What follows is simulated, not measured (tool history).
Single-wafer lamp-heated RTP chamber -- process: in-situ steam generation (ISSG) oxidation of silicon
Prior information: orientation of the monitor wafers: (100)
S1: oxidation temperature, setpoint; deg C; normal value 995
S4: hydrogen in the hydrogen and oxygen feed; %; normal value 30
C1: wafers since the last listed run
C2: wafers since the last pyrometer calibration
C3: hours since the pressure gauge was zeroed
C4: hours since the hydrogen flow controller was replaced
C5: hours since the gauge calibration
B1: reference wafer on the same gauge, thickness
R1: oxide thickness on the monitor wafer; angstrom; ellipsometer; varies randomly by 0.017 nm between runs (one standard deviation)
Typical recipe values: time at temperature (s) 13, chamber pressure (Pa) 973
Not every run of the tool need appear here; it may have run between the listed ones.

Run 1, hour 0.0: usual settings; C1 0; C2 2643; C3 2561.8; C4 2127.2; C5 314.3; B1 5.134. Result: R1 46.49 angstrom.
Run 2, hour 13.8: usual settings; C1 126; C2 2769; C3 2575.6; C4 2141.0; C5 328.1; B1 5.133. Result: R1 46.65 angstrom.
At hour 29.7: pyrometer window cleaned and pyrometer calibrated.
Run 3, hour 30.2: usual settings; C1 77; C2 4; C3 2592.0; C4 2157.4; C5 344.5; B1 5.129. Result: R1 45.64 angstrom.
Run 4, hour 59.6: usual settings; C1 269; C2 273; C3 2621.4; C4 2186.8; C5 373.9; B1 5.125. Result: R1 45.70 angstrom.
Run 5, hour 75.5: usual settings but time at temperature (s) 12, S4 32 %; C1 145; C2 419; C3 2637.3; C4 2202.7; C5 389.8; B1 5.129. Result: R1 45.10 angstrom.
Run 6, hour 87.6: usual settings but time at temperature (s) 16; C1 110; C2 530; C3 2649.4; C4 2214.8; C5 401.9; B1 5.131. Result: R1 49.90 angstrom.
Run 7, hour 113.9: usual settings but S4 32 %; C1 241; C2 771; C3 2675.7; C4 2241.1; C5 428.2; B1 5.132. Result: R1 46.76 angstrom.
Run 8, hour 131.6: usual settings but S4 32 %; C1 162; C2 934; C3 2693.4; C4 2258.8; C5 445.9; B1 5.132. Result: R1 46.84 angstrom.
Run 9, hour 144.4: usual settings; C1 117; C2 1051; C3 2706.2; C4 2271.6; C5 458.7; B1 5.131. Result: R1 45.98 angstrom.
Run 10, hour 159.7: usual settings; C1 140; C2 1191; C3 2721.5; C4 2286.9; C5 474.0; B1 5.133. Result: R1 45.81 angstrom.
Run 11, hour 179.8: usual settings; C1 184; C2 1376; C3 2741.6; C4 2307.0; C5 494.1; B1 5.132. Result: R1 45.92 angstrom.
Run 12, hour 197.9: usual settings but S1 1008 deg C, time at temperature (s) 18, chamber pressure (Pa) 1093, S4 32 %; C1 165; C2 1541; C3 2759.7; C4 2325.1; C5 512.2; B1 5.132. Result: R1 56.52 angstrom.
Run 13, hour 218.1: usual settings but time at temperature (s) 10, chamber pressure (Pa) 920; C1 185; C2 1727; C3 2779.9; C4 2345.3; C5 532.4; B1 5.132. Result: R1 41.06 angstrom.
At hour 231.4: gauge calibrated.
At hour 293.3: pyrometer window cleaned and pyrometer calibrated.
At hour 307.4: pressure gauge zeroed.
Run 14, hour 322.1: usual settings but chamber pressure (Pa) 1027, S4 32 %; C1 806; C2 190; C3 14.7; C4 2449.3; C5 90.7; B1 5.125. Result: R1 46.41 angstrom.
At hour 354.6: hydrogen flow controller replaced.
Run 15, hour 356.7: usual settings but time at temperature (s) 8, chamber pressure (Pa) 1160, S4 32 %; C1 243; C2 434; C3 49.3; C4 2.1; C5 125.3; B1 5.133. Result: R1 38.07 angstrom.
Run 16, hour 383.2: usual settings but S1 1002 deg C, chamber pressure (Pa) 1027, S4 32 %; C1 242; C2 677; C3 75.8; C4 28.6; C5 151.8; B1 5.134. Result: R1 47.52 angstrom.
Run 17, hour 407.5: usual settings but time at temperature (s) 9; C1 222; C2 900; C3 100.1; C4 52.9; C5 176.1; B1 5.134. Result: R1 39.48 angstrom.
Run 18, hour 466.4: usual settings; C1 540; C2 1440; C3 159.0; C4 111.8; C5 235.0; B1 5.129. Result: R1 45.76 angstrom.
Run 19, hour 493.2: usual settings but S1 989 deg C, time at temperature (s) 17; C1 245; C2 1685; C3 185.8; C4 138.6; C5 261.8; B1 5.121. Result: R1 50.32 angstrom.
Run 20, hour 519.0: usual settings but S1 1000 deg C, chamber pressure (Pa) 920; C1 236; C2 1922; C3 211.6; C4 164.4; C5 287.6; B1 5.129. Result: R1 46.73 angstrom.

Here are 3 independent what-if runs from the current tool condition. What would each one return?
Run A, hour 519.4: usual settings; C1 3; C2 1926; C3 212.0; C4 164.8; C5 288.0; B1 ?. Result: R1 ?.
Run B, hour 519.4: usual settings but S1 1013 deg C; C1 3; C2 1926; C3 212.0; C4 164.8; C5 288.0; B1 ?. Result: R1 ?.
Run C, hour 519.4: usual settings but S1 1005 deg C, time at temperature (s) 10, S4 22 %; C1 3; C2 1926; C3 212.0; C4 164.8; C5 288.0; B1 ?. Result: R1 ?.

run     B1     R1
  A  5.128  46.20
  B  5.128  49.41
  C  5.128  39.20
With the hidden condition removed and each run's random variation left untouched, the same runs would have given:
run     R1
  A  45.75
  B  48.86
  C  38.83

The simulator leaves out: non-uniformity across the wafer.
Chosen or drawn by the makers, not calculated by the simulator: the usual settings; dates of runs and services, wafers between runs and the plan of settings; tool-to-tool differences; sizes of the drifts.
